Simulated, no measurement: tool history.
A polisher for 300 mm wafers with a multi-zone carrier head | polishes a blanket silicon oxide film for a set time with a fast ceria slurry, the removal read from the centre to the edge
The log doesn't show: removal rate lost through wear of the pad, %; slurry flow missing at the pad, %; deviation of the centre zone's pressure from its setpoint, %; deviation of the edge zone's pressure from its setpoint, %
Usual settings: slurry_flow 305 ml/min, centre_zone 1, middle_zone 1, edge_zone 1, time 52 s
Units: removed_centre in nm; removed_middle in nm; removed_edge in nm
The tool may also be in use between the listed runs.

| run | hour | slurry_flow | centre_zone | middle_zone | edge_zone | time | wafers since the last listed run | wafers polished on this pad | hours since the slurry nozzle was cleaned | hours since the centre zone pressure was calibrated | hours since the edge zone pressure was calibrated | hours since the carrier head's membrane was replaced | incoming thickness of the incoming film, nm | removed_centre | removed_middle | removed_edge |
|---|---|---|---|---|---|---|---|---|---|---|---|---|---|---|---|---|
| 1 | 0 | 365 | 1.06 | 1 | 1 | 52 | 0 | 643 | 62.7 | 1275.9 | 1032 | 18.5 | 2426.1 | 615.5 | 596.4 | 608.3 |
| 2 | 20.9 | 250 | 1 | 0.91 | 1 | 52 | 160 | 804 | 83.6 | 1296.8 | 1052.9 | 39.4 | 2403.9 | 564.7 | 548.4 | 591.1 |
| 3 | 44.1 | 305 | 1 | 1 | 1 | 52 | 178 | 983 | 106.8 | 1320 | 1076.1 | 62.6 | 2453.2 | 577.3 | 601.5 | 596.1 |
| 4 | 60.9 | 255 | 1 | 1 | 1 | 52 | 129 | 1112 | 123.6 | 1336.8 | 1092.9 | 79.4 | 2427.1 | 563.5 | 591 | 598 |
|  | 71.1 | edge zone pressure recalibrated |
| 5 | 76.9 | 305 | 1 | 1 | 1 | 52 | 107 | 1220 | 139.6 | 1352.8 | 5.8 | 95.4 | 2431 | 579.1 | 597.6 | 591.2 |
|  | 97.4 | centre zone pressure recalibrated |
| 6 | 99.5 | 390 | 1.05 | 1.04 | 1 | 66 | 158 | 1378 | 162.2 | 2.1 | 28.4 | 118 | 2442.9 | 777.5 | 803.6 | 770.1 |
| 7 | 125.3 | 305 | 1 | 1 | 1.07 | 42 | 198 | 1577 | 188 | 27.9 | 54.2 | 143.8 | 2387 | 472.6 | 479.7 | 494.8 |
|  | 152.5 | worn pad replaced by a new one |
| 8 | 153 | 345 | 1.09 | 1 | 1 | 52 | 182 | 3 | 215.7 | 55.6 | 81.9 | 171.5 | 2405.5 | 636.2 | 595.3 | 598.7 |
| 9 | 177.4 | 245 | 1 | 1 | 1.04 | 52 | 187 | 191 | 240.1 | 80 | 106.3 | 195.9 | 2456.2 | 569.5 | 583.8 | 598.9 |
| 10 | 204.6 | 210 | 1 | 1.05 | 1 | 60 | 209 | 400 | 267.3 | 107.2 | 133.5 | 223.1 | 2418.2 | 635.7 | 707.5 | 669.6 |
| 11 | 226.5 | 235 | 0.9 | 1 | 0.94 | 45 | 168 | 569 | 289.2 | 129.1 | 155.4 | 245 | 2459 | 435.7 | 508.6 | 491.5 |
| 12 | 242.1 | 305 | 1 | 1 | 1 | 52 | 120 | 689 | 304.8 | 144.7 | 171 | 260.6 | 2417.1 | 572.4 | 575.8 | 585.3 |
| 13 | 267.7 | 305 | 1.08 | 1 | 1 | 35 | 197 | 886 | 330.4 | 170.3 | 196.6 | 286.2 | 2416.7 | 410.5 | 392.7 | 397.1 |
| 14 | 303.2 | 305 | 1 | 1 | 1 | 52 | 273 | 1159 | 365.9 | 205.8 | 232.1 | 321.7 | 2458.2 | 564.9 | 573.9 | 592.3 |
|  | 313.3 | slurry nozzle cleaned |
| 15 | 320.1 | 240 | 0.89 | 0.89 | 1 | 52 | 122 | 1282 | 6.8 | 222.7 | 249 | 338.6 | 2461.3 | 505.3 | 535.9 | 596.6 |
| 16 | 347.5 | 380 | 1 | 1 | 1 | 52 | 210 | 1493 | 34.2 | 250.1 | 276.4 | 366 | 2404 | 587.4 | 593.8 | 609.3 |
| 17 | 360.7 | 305 | 1 | 1 | 1 | 52 | 101 | 1594 | 47.4 | 263.3 | 289.6 | 379.2 | 2412.8 | 579.2 | 615.1 | 594.3 |
|  | 373.5 | worn pad replaced by a new one |
| 18 | 389 | 265 | 1 | 1 | 0.92 | 44 | 187 | 119 | 75.7 | 291.6 | 317.9 | 407.5 | 2427.9 | 486.6 | 489.4 | 485.6 |
| 19 | 421.1 | 255 | 1 | 1 | 1 | 61 | 247 | 366 | 107.8 | 323.7 | 350 | 439.6 | 2460.4 | 669.2 | 707 | 701.9 |
| 20 | 442.9 | 305 | 1 | 1 | 1 | 52 | 167 | 534 | 129.6 | 345.5 | 371.8 | 461.4 | 2387.8 | 577.5 | 599.3 | 597.1 |
| 21 | 456.7 | 405 | 1 | 0.95 | 1.09 | 52 | 106 | 640 | 143.4 | 359.3 | 385.6 | 475.2 | 2421.8 | 586.7 | 582.9 | 638.2 |
|  | 530.2 | carrier head's membrane replaced by a new one |
| 22 | 547 | 220 | 1 | 1 | 1 | 39 | 656 | 1297 | 233.7 | 449.6 | 475.9 | 16.8 | 2475.2 | 423.3 | 431.8 | 435.8 |

Forecast each of these 4 alternatives for the next run:
| A | 547.4 | 305 | 1 | 1 | 1.1 | 52 | 3 | 1300 | 234.1 | 450 | 476.3 | 17.2 | 2400.1 | ? | ? | ? |
| B | 547.4 | 305 | 0.95 | 1 | 1 | 52 | 3 | 1300 | 234.1 | 450 | 476.3 | 17.2 | 2400.1 | ? | ? | ? |
| C | 547.4 | 305 | 1 | 1.04 | 1 | 52 | 3 | 1300 | 234.1 | 450 | 476.3 | 17.2 | 2400.1 | ? | ? | ? |
| D | 547.4 | 405 | 1.04 | 1 | 0.96 | 45 | 3 | 1300 | 234.1 | 450 | 476.3 | 17.2 | 2400.1 | ? | ? | ? |

| run | removed_centre | removed_middle | removed_edge |
|---|---|---|---|
| A | 576.2 | 572.2 | 634.4 |
| B | 547.9 | 572.4 | 605.2 |
| C | 576.4 | 591.6 | 604.9 |
| D | 529.4 | 504.8 | 521.2 |
Without the tool's hidden state the same runs would have given:
| run | removed_centre | removed_middle | removed_edge |
|---|---|---|---|
| A | 583 | 578.2 | 639.5 |
| B | 554.3 | 578.5 | 610.1 |
| C | 583.1 | 597.9 | 609.8 |
| D | 534.5 | 509.2 | 524.7 |
